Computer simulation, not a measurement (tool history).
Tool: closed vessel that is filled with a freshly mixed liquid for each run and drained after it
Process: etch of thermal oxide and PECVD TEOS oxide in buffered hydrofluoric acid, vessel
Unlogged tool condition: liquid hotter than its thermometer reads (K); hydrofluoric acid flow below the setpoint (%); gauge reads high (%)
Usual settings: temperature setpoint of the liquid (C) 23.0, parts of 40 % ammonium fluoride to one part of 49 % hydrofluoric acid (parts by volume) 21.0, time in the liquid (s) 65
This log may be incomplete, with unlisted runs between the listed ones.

run   hour  temperature setpoint of the liquid (C)  parts of 40 % ammonium fluoride to one part of 49 % hydrofluoric acid (parts by volume)  time in the liquid (s)  wafers since the last listed run  hours since the thermometer was replaced  hours since the hydrofluoric acid flow meter was replaced  hours since the gauge calibration  read-back film thickness of the thermal oxide reference wafer, read on the same gauge (nm)  read-back film thickness of the PECVD TEOS oxide reference wafer, read on the same gauge (nm)  thickness taken off the thermal oxide on a monitor wafer (angstrom)  thickness taken off the PECVD TEOS oxide on a monitor wafer (angstrom)
  1    0.0                                    23.0                                                                                     21.0                      65                                 0                                    1478.4                                                     1692.0                              351.0                                                                                      150.00                                                                                          30.03                                                                329.5                                                                   458.0
  2   34.4                                    23.0                                                                                     21.0                      65                              4091                                    1512.8                                                     1726.4                              385.4                                                                                      149.97                                                                                          29.97                                                                331.9                                                                   455.0
  3   82.7                                    23.0                                                                                     21.0                      65                              5744                                    1561.1                                                     1774.7                              433.7                                                                                      150.01                                                                                          30.02                                                                330.6                                                                   456.2
  4  174.5                                    23.0                                                                                     21.0                      65                             10918                                    1652.9                                                     1866.5                              525.5                                                                                      149.98                                                                                          29.99                                                                330.7                                                                   457.3
  5  279.2                                    23.0                                                                                     21.0                      65                             12452                                    1757.6                                                     1971.2                              630.2                                                                                      149.99                                                                                          29.96                                                                330.2                                                                   448.4
  6  321.9                                    23.0                                                                                     25.0                      50                              5078                                    1800.3                                                     2013.9                              672.9                                                                                      150.00                                                                                          30.03                                                                223.5                                                                   309.3
     366.8  -- thermometer replaced
  7  397.0                                    23.0                                                                                     25.0                      50                              8812                                      30.2                                                     2089.0                              748.0                                                                                      150.01                                                                                          30.06                                                                222.6                                                                   309.3
  8  436.9                                    23.0                                                                                     21.0                      65                              4745                                      70.1                                                     2128.9                              787.9                                                                                      150.01                                                                                          29.99                                                                328.1                                                                   453.1
  9  494.2                                    23.0                                                                                     21.0                      65                              6814                                     127.4                                                     2186.2                              845.2                                                                                      150.00                                                                                          30.04                                                                331.8                                                                   451.8
     499.4  -- gauge calibrated
 10  537.0                                    21.5                                                                                     23.5                      65                              5090                                     170.2                                                     2229.0                               37.6                                                                                      150.00                                                                                          30.02                                                                278.6                                                                   385.6
 11  573.2                                    27.5                                                                                     21.0                      95                              4305                                     206.4                                                     2265.2                               73.8                                                                                      149.99                                                                                          29.99                                                                610.8                                                                   840.4
 12  613.9                                    23.0                                                                                     21.0                      65                              4840                                     247.1                                                     2305.9                              114.5                                                                                      150.02                                                                                          29.97                                                                325.6                                                                   454.4
 13  678.5                                    18.5                                                                                     28.0                      45                              7683                                     311.7                                                     2370.5                              179.1                                                                                      150.01                                                                                          29.98                                                                144.6                                                                   198.9
 14  734.0                                    24.5                                                                                     25.0                      65                              6600                                     367.2                                                     2426.0                              234.6                                                                                      150.01                                                                                          29.98                                                                315.6                                                                   434.4
 15  802.7                                    20.0                                                                                     23.0                      85                              8170                                     435.9                                                     2494.7                              303.3                                                                                      149.98                                                                                          30.01                                                                337.6                                                                   467.4

What will run 16 give?
 16  839.7                                    27.0                                                                                     15.0                      90                              4400                                     472.9                                                     2531.7                              340.3                                                                                           ?                                                                                              ?                                                                    ?                                                                       ?

{"run 16": {"read-back film thickness of the thermal oxide reference wafer, read on the same gauge (nm)": 149.98, "read-back film thickness of the PECVD TEOS oxide reference wafer, read on the same gauge (nm)": 30.04, "thickness taken off the thermal oxide on a monitor wafer (angstrom)": 757.2, "thickness taken off the PECVD TEOS oxide on a monitor wafer (angstrom)": 1053.9}}
Had the tool carried no hidden state, the very same run would have given thickness taken off the thermal oxide on a monitor wafer (angstrom) 799.5, thickness taken off the PECVD TEOS oxide on a monitor wafer (angstrom) 1112.8.

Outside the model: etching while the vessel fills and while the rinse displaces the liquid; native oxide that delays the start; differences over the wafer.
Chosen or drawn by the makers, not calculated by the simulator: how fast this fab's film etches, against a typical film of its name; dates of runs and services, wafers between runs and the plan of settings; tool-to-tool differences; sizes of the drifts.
